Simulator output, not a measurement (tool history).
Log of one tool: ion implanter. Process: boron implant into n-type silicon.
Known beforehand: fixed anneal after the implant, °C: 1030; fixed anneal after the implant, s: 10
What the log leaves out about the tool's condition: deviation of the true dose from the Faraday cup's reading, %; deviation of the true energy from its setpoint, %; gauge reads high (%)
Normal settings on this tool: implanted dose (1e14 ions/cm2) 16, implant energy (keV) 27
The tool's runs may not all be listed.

run   hour  implanted dose (1e14 ions/cm2)  implant energy (keV)  wafers since the last listed run  hours since the last dose calibration  hours since the extraction supply was calibrated  hours since the gauge calibration  read-back reference wafer on the same gauge, sheet resistance  sheet resistance of the implanted and annealed layer (ohm/square)
  1      0                              16                    34                                 0                                 1191.6                                            4948.9                              329.6                                                          67.34                                                              76.39
  2   71.9                              16                    34                               947                                 1263.5                                            5020.8                              401.5                                                          67.27                                                              76.46
  3  119.5                              16                    34                               627                                 1311.1                                            5068.4                              449.1                                                          67.28                                                              76.92
  4  159.6                              16                    27                               528                                 1351.2                                            5108.5                              489.2                                                          67.27                                                              78.28
  5  234.3                           17.01                    27                               984                                 1425.9                                            5183.2                              563.9                                                          67.26                                                              74.78
  6  311.4                           17.01                    27                              1016                                   1503                                            5260.3                                641                                                          67.32                                                               74.9
  7  355.9                           17.01                    27                               586                                 1547.5                                            5304.8                              685.5                                                          67.29                                                              75.44
  8    420                              16                  35.5                               844                                 1611.6                                            5368.9                              749.6                                                          67.31                                                              77.78
  9  479.9                           18.66                    18                               789                                 1671.5                                            5428.8                              809.5                                                           67.3                                                              76.94
     522.3  -- extraction supply calibrated
     530.8  -- gauge calibrated
     547.3  -- Faraday cup replaced and dose calibrated
 10  586.4                           17.79                    31                              1192                                   39.1                                              64.1                               55.6                                                          67.23                                                              69.93
 11  658.5                              16                    27                               950                                  111.2                                             136.2                              127.7                                                          67.34                                                              76.84
 12  699.3                           11.82                    35                               537                                    152                                               177                              168.5                                                          67.32                                                              95.72
 13  802.9                           17.75                  22.5                              1365                                  255.6                                             280.6                              272.1                                                          67.29                                                              72.93
 14  870.3                           14.44                  31.5                               888                                    323                                               348                              339.5                                                          67.29                                                              82.05

Here are 4 independent what-if runs from the current tool condition. What would each one return?
  A  870.7                              16                    27                                 5                                  323.4                                             348.4                              339.9                                                              ?                                                                  ?
  B  870.7                           19.66                    27                                 5                                  323.4                                             348.4                              339.9                                                              ?                                                                  ?
  C  870.7                            12.7                    27                                 5                                  323.4                                             348.4                              339.9                                                              ?                                                                  ?
  D  870.7                           12.04                  31.5                                 5                                  323.4                                             348.4                              339.9                                                              ?                                                                  ?

run  read-back reference wafer on the same gauge, sheet resistance  sheet resistance of the implanted and annealed layer (ohm/square)
  A                                                          67.29                                                              76.61
  B                                                          67.29                                                              66.06
  C                                                          67.29                                                              91.88
  D                                                          67.29                                                              95.07
Had the tool no hidden state, the same runs would have come out as:
run  sheet resistance of the implanted and annealed layer (ohm/square)
  A                                                              76.27
  B                                                              65.79
  C                                                              91.44
  D                                                              94.61

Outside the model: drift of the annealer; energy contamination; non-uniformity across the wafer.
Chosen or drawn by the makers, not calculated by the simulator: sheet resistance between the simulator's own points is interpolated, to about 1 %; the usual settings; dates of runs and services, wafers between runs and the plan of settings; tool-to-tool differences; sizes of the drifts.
